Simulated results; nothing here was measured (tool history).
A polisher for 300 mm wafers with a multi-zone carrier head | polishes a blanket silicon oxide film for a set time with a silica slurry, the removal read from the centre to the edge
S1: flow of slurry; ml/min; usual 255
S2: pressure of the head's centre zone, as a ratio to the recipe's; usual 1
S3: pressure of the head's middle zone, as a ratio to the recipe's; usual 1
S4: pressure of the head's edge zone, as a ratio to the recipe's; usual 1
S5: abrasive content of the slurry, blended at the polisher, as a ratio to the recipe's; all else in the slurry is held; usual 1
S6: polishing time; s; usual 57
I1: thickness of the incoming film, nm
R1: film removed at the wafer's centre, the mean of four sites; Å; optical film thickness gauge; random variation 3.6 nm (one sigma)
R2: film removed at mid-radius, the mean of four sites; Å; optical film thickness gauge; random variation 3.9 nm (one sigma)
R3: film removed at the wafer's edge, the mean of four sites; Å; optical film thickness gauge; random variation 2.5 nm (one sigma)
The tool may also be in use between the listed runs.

run,hour,S1,S2,S3,S4,S5,S6,I1,R1,R2,R3
1,0,255,1,1.08,1,1,57,862.1,2553,2673,2570
2,46.4,255,1,1,1,1,57,854.9,2559,2673,2660
3,71.7,255,1,1,1,1,57,849.3,2579,2611,2643
4,101,255,1,1,1,1,57,857.4,2572,2562,2617
5,155.5,220,1,1,1.1,0.75,57,838.4,2063,2012,2136
6,210.7,295,1,0.93,1,0.9,57,850.8,2477,2336,2455
7,262.8,255,1,1,1,1.25,57,832.3,2872,2964,2960
8,328.1,255,1,1,0.93,1,57,843.2,2587,2596,2570
9,364.4,255,1,1,1,1,57,843.6,2634,2569,2632
10,469.9,255,1,1.03,1.06,1.2,71,852.9,3609,3620,3666
11,495.9,195,1,0.88,1.05,1,42,852.3,1824,1678,1911
12,560.2,255,1.03,1,1.03,1,57,857.7,2647,2592,2622
13,739.5,255,1.08,1,1,1.15,57,836.7,3017,2797,2785
14,770.2,255,1,1,1,1,74,863.8,3281,3359,3415
15,806.6,255,1,1,0.92,0.85,57,859.1,2316,2268,2260
16,861.9,285,1,0.94,1,1.1,57,851.1,2776,2727,2782
17,922.4,255,1.11,1,0.91,1,57,853.3,2842,2544,2561
18,982.1,255,1,1,1,1,57,845.9,2583,2545,2619
19,1042.6,215,1,0.95,0.92,1.2,57,853.5,2831,2753,2770
20,1099.6,255,1,1.04,1,0.85,64,857.5,2628,2659,2617
21,1125.6,255,1,1,1,1,57,840,2622,2589,2652

Taken out of this log: 9 entries between the listed runs. Where each belongs, and how the hidden state differs across it:
Between runs 1 and 2: edge zone pressure recalibrated (hour 36.6)
  no hidden state differs between the two runs
Between runs 2 and 3: slurry nozzle cleaned (hour 52)
  no hidden state differs between the two runs
Between runs 9 and 10: carrier head's membrane replaced by a new one (hour 466.2)
  no hidden state differs between the two runs
Between runs 10 and 11: worn pad replaced by a new one (hour 475.8); slurry nozzle cleaned (hour 481)
  no hidden state differs between the two runs
Between runs 15 and 16: centre zone pressure recalibrated (hour 808.8)
  no hidden state differs between the two runs
Between runs 16 and 17: worn pad replaced by a new one (hour 895.6)
  no hidden state differs between the two runs
Between runs 18 and 19: slurry nozzle cleaned (hour 991.1); edge zone pressure recalibrated (hour 1028.9)
  no hidden state differs between the two runs
